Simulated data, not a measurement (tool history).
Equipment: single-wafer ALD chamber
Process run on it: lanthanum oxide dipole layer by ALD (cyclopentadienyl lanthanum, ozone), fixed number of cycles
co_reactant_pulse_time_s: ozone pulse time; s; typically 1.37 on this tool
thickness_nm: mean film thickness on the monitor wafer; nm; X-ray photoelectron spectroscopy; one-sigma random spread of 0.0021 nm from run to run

| run | hour | co_reactant_pulse_time_s | read-back reference wafer on the same gauge, thickness_nm | thickness_nm |
|---|---|---|---|---|
| 1 | 0 | 1.37 | 0.505 | 0.527 |
| 2 | 29 | 1.37 | 0.504 | 0.526 |
| 3 | 50.6 | 1.37 | 0.505 | 0.531 |
| 4 | 77.2 | 1.37 | 0.503 | 0.534 |
| 5 | 105.7 | 1.37 | 0.504 | 0.53 |
|  | 139.3 | ozone generator serviced |
|  | 146.2 | thermocouple changed; heater temperature recalibrated |
| 6 | 146.7 | 1.37 | 0.503 | 0.531 |
| 7 | 153.5 | 1.37 | 0.505 | 0.528 |
| 8 | 177 | 1.37 | 0.504 | 0.528 |
|  | 199.7 | gauge calibrated |
| 9 | 206 | 1.37 | 0.503 | 0.525 |
| 10 | 230.5 | 1.65 | 0.503 | 0.542 |
|  | 242 | showerhead replaced |
| 11 | 258.7 | 1.04 | 0.504 | 0.509 |
| 12 | 280.4 | 0.98 | 0.505 | 0.504 |
| 13 | 315.8 | 0.87 | 0.505 | 0.49 |
| 14 | 340 | 1.07 | 0.504 | 0.508 |
| 15 | 365.6 | 1.1 | 0.504 | 0.513 |

Consider 3 possible next runs. They are alternatives, not a sequence: every one starts from the tool as it was left by run 15. What does each give?
| A | 366 | 1.12 | ? | ? |
| B | 366 | 1.56 | ? | ? |
| C | 366 | 1.7 | ? | ? |

| run | read-back reference wafer on the same gauge, thickness_nm | thickness_nm |
|---|---|---|
| A | 0.504 | 0.516 |
| B | 0.504 | 0.539 |
| C | 0.504 | 0.544 |
Without the tool's hidden state the same runs would have given:
| run | thickness_nm |
|---|---|
| A | 0.516 |
| B | 0.539 |
| C | 0.544 |
